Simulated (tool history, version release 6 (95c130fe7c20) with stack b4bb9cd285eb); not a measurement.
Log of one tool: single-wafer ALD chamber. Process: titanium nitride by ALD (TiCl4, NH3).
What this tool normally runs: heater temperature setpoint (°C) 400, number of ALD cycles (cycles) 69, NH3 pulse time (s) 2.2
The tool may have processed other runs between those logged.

run	hour	heater temperature setpoint (°C)	number of ALD cycles (cycles)	NH3 pulse time (s)	wafers since the last listed run	hours since the last thermocouple change	hours since the showerhead was replaced	hours since the gauge calibration	read-back reference wafer on the same gauge, thickness_nm	mean film thickness on the monitor wafer (angstrom)
1	0	400	73	2.2	0	1460.9	6490.5	128.9	1.55	17.9
2	17.8	400	73	2.2	41	1478.7	6508.3	146.7	1.552	17.88
3	35.1	400	73	2.2	40	1496	6525.6	164	1.552	17.8
4	50.7	400	63	2.01	36	1511.6	6541.2	179.6	1.553	15.28
5	85.2	400	63	2.01	81	1546.1	6575.7	214.1	1.558	15.37
6	93.7	400	63	2.01	19	1554.6	6584.2	222.6	1.556	15.37
7	99.9	400	69	2.61	14	1560.8	6590.4	228.8	1.558	17.07
8	112.9	395	69	2.2	30	1573.8	6603.4	241.8	1.558	16.85
9	122	400	69	2.2	21	1582.9	6612.5	250.9	1.56	16.92
# hour 140.4: showerhead replaced
10	140.9	400	69	2.2	25	1601.8	0.5	269.8	1.561	17.02
11	149.2	400	69	2.2	19	1610.1	8.8	278.1	1.561	16.97
12	165	395	82	2.74	37	1625.9	24.6	293.9	1.564	20.4
# hour 178.1: gauge calibrated
13	179.2	400	69	2.99	33	1640.1	38.8	1.1	1.55	17.09
14	186	408	69	1.8	15	1646.9	45.6	7.9	1.551	16.66
15	195.9	395	69	2.2	23	1656.8	55.5	17.8	1.551	16.74
# hour 209.9: thermocouple changed; heater temperature recalibrated
16	211.8	400	69	2.2	18	1.9	71.4	33.7	1.553	16.92
17	221.2	400	63	2.01	22	11.3	80.8	43.1	1.552	15.3
18	236.4	392	62	3.05	35	26.5	96	58.3	1.551	15.35
19	248.8	400	69	2.2	29	38.9	108.4	70.7	1.553	16.89
20	262.3	411	69	2.2	31	52.4	121.9	84.2	1.552	16.88
21	285.7	410	64	1.54	54	75.8	145.3	107.6	1.554	15.19
22	292.6	385	58	2.83	16	82.7	152.2	114.5	1.553	14.31
23	304.1	393	64	2.82	27	94.2	163.7	126	1.555	15.76

Predict each of these 5 candidate next runs independently; none follows another, all start after run 23:
A	304.7	400	69	1.76	1	94.8	164.3	126.6	?	?
B	304.7	415	80	2.95	1	94.8	164.3	126.6	?	?
C	304.7	400	69	2.8	1	94.8	164.3	126.6	?	?
D	304.7	415	80	2.56	1	94.8	164.3	126.6	?	?
E	304.7	392	83	1.57	1	94.8	164.3	126.6	?	?

run	read-back reference wafer on the same gauge, thickness_nm	mean film thickness on the monitor wafer (angstrom)
A	1.554	16.57
B	1.554	19.89
C	1.554	17.1
D	1.554	19.78
E	1.554	19.49
Had the tool no hidden state, the same runs would have come out as:
run	mean film thickness on the monitor wafer (angstrom)
A	16.53
B	19.83
C	17.05
D	19.73
E	19.43
